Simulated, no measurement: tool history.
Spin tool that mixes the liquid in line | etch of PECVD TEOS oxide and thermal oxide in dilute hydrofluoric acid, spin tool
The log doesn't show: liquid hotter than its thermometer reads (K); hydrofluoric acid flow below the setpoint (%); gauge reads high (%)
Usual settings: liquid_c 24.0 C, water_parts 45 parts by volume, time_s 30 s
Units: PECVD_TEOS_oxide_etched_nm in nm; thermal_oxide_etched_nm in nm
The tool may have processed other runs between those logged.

| run | day | liquid_c | water_parts | time_s | wafers since the last listed run | hours since the thermometer was replaced | hours since the hydrofluoric acid flow meter was replaced | hours since the gauge calibration | read-back film thickness of the PECVD TEOS oxide reference wafer, read on the same gauge (nm) | read-back film thickness of the thermal oxide reference wafer, read on the same gauge (nm) | PECVD_TEOS_oxide_etched_nm | thermal_oxide_etched_nm |
|---|---|---|---|---|---|---|---|---|---|---|---|---|
| 1 | 0.000 | 24.0 | 45 | 30 | 0 | 1988.2 | 1041.0 | 396.2 | 149.95 | 70.023 | 9.24 | 3.390 |
| 2 | 2.738 | 27.5 | 60 | 30 | 1219 | 2053.9 | 1106.7 | 461.9 | 150.01 | 70.006 | 7.68 | 2.836 |
| 3 | 4.458 | 27.5 | 60 | 30 | 766 | 2095.2 | 1148.0 | 503.2 | 150.03 | 70.024 | 7.73 | 2.879 |
| 4 | 5.483 | 27.5 | 60 | 30 | 456 | 2119.8 | 1172.6 | 527.8 | 150.04 | 69.999 | 7.73 | 2.886 |
| 5 | 8.046 | 24.0 | 45 | 30 | 1141 | 2181.3 | 1234.1 | 589.3 | 149.98 | 70.005 | 9.17 | 3.398 |
| 6 | 10.608 | 24.0 | 45 | 30 | 1141 | 2242.8 | 1295.6 | 650.8 | 150.01 | 70.013 | 9.12 | 3.389 |
|  | 12.142 | gauge calibrated |
| 7 | 13.583 | 24.0 | 45 | 15 | 1325 | 2314.2 | 1367.0 | 34.6 | 150.01 | 70.023 | 4.56 | 1.682 |
| 8 | 14.783 | 24.0 | 45 | 25 | 534 | 2343.0 | 1395.8 | 63.4 | 149.99 | 70.004 | 7.55 | 2.769 |
| 9 | 17.717 | 23.0 | 45 | 30 | 1306 | 2413.4 | 1466.2 | 133.8 | 150.00 | 69.974 | 8.72 | 3.195 |
|  | 18.283 | thermometer replaced |
| 10 | 19.708 | 22.0 | 45 | 30 | 868 | 34.2 | 1514.0 | 181.6 | 149.99 | 69.967 | 7.47 | 2.764 |
| 11 | 22.671 | 24.0 | 45 | 30 | 1319 | 105.3 | 1585.1 | 252.7 | 150.02 | 69.995 | 8.10 | 2.996 |
|  | 25.167 | hydrofluoric acid flow meter replaced |
| 12 | 25.304 | 27.0 | 65 | 30 | 1154 | 168.5 | 3.3 | 315.9 | 150.01 | 70.006 | 6.90 | 2.547 |
| 13 | 28.221 | 24.0 | 45 | 30 | 1299 | 238.5 | 73.3 | 385.9 | 149.95 | 69.988 | 9.04 | 3.333 |
| 14 | 30.942 | 25.5 | 25 | 35 | 1212 | 303.8 | 138.6 | 451.2 | 150.00 | 70.012 | 20.66 | 7.681 |
| 15 | 32.025 | 24.0 | 35 | 30 | 482 | 329.8 | 164.6 | 477.2 | 149.97 | 70.034 | 11.86 | 4.336 |
| 16 | 34.371 | 22.0 | 60 | 15 | 1045 | 386.1 | 220.9 | 533.5 | 150.01 | 70.003 | 3.07 | 1.132 |
| 17 | 35.825 | 27.0 | 45 | 35 | 647 | 421.0 | 255.8 | 568.4 | 150.02 | 69.993 | 11.91 | 4.369 |
| 18 | 37.483 | 20.5 | 55 | 25 | 738 | 460.8 | 295.6 | 608.2 | 150.01 | 69.992 | 5.26 | 1.963 |

Below, some changes in PECVD_TEOS_oxide_etched_nm between adjacent runs. For each, the amount present without the hidden state too (settings, incoming material, random variation) and the amount remaining for the hidden state with gauge scatter not shared by both compared results:
Run 11 -> 12: liquid_c 24.0 -> 27.0, water_parts 45 -> 65, hydrofluoric acid flow meter replaced. PECVD_TEOS_oxide_etched_nm -1.20 nm: hidden state +0.86, all else -2.06.
Run 13 -> 14: liquid_c 24.0 -> 25.5, water_parts 45 -> 25, time_s 30 -> 35. PECVD_TEOS_oxide_etched_nm +11.62 nm: hidden state +0.18, all else +11.44.
